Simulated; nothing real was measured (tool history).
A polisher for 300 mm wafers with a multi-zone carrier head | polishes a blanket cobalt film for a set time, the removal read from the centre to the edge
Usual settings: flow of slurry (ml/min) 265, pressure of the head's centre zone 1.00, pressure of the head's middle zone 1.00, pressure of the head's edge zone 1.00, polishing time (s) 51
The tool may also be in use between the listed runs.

run,day,flow of slurry (ml/min),pressure of the head's centre zone,pressure of the head's middle zone,pressure of the head's edge zone,polishing time (s),"incoming thickness of the incoming film, nm",film removed at the wafer's centre (Å),film removed at mid-radius (Å),film removed at the wafer's edge (Å)
1,0.000,265,1.00,1.00,1.00,51,777.4,3059,3198,3243
2,1.508,265,1.00,1.00,1.00,51,780.0,3056,3225,3228
3,4.908,265,1.08,1.00,1.00,51,766.9,3333,3141,3212
# day 6.662: carrier head's membrane replaced by a new one
4,8.121,265,1.00,1.00,1.00,51,784.4,3044,3135,3169
# day 10.058: edge zone pressure recalibrated
5,14.221,265,0.95,1.00,1.00,51,784.8,2875,3059,3203
6,17.021,265,1.00,1.00,1.00,51,780.9,3024,3105,3129
7,21.346,265,1.00,1.00,1.00,51,781.3,3041,3097,3155
8,24.229,295,1.00,0.97,1.00,51,779.8,3057,3050,3149
9,28.317,265,1.00,0.89,1.00,51,786.1,3007,2787,3122
# day 28.867: worn pad replaced by a new one
# day 31.775: slurry nozzle cleaned
10,32.704,265,1.00,1.04,1.00,51,793.7,3143,3251,3226
11,37.096,265,1.00,1.00,0.90,51,795.0,3093,3127,3118
12,41.283,265,1.00,1.00,1.00,51,773.4,3064,3141,3131
13,43.012,300,1.10,0.92,0.89,51,785.3,3382,2975,3049
# day 44.421: centre zone pressure recalibrated
14,45.008,265,1.10,1.00,1.00,56,793.0,3708,3372,3476
15,48.854,265,1.00,0.93,1.00,36,780.6,2113,2105,2206
16,51.446,265,1.00,1.00,1.00,51,779.7,3050,3094,3173
17,55.204,265,0.95,1.10,1.09,46,786.7,2595,3052,2968
# day 58.688: worn pad replaced by a new one
18,59.375,265,1.00,1.00,1.05,51,782.4,2973,3083,3169
19,60.917,265,1.03,1.00,1.00,51,781.0,3094,3091,3134
20,64.225,265,1.12,1.00,0.93,51,768.0,3384,3077,3011
# day 67.254: slurry nozzle cleaned
21,68.167,205,1.00,1.04,1.00,51,764.8,3048,3251,3193
# day 70.258: carrier head's membrane replaced by a new one
# day 71.396: edge zone pressure recalibrated
22,71.583,265,0.95,1.00,1.00,35,776.7,2035,2171,2203
23,80.300,265,0.93,1.00,1.00,51,775.2,2821,3149,3209

The same runs without the tool's hidden state, with the same run-to-run variation:
The hidden state here: removal rate lost through wear of the pad, %; slurry flow missing at the pad, %; deviation of the centre zone's pressure from its setpoint, %; deviation of the edge zone's pressure from its setpoint, %.
run,film removed at the wafer's centre (Å),film removed at mid-radius (Å),film removed at the wafer's edge (Å)
1,3105,3241,3276
2,3113,3279,3269
3,3420,3215,3269
4,3142,3226,3238
5,2990,3169,3289
6,3153,3224,3218
7,3180,3224,3252
8,3191,3171,3243
9,3154,2909,3224
10,3156,3263,3236
11,3144,3173,3152
12,3144,3214,3186
13,3472,3047,3105
14,3829,3471,3552
15,2193,2176,2262
16,3174,3208,3260
17,2709,3173,3056
18,3112,3213,3268
19,3241,3223,3233
20,3549,3212,3109
21,3059,3261,3200
22,2061,2195,2222
23,2906,3236,3275

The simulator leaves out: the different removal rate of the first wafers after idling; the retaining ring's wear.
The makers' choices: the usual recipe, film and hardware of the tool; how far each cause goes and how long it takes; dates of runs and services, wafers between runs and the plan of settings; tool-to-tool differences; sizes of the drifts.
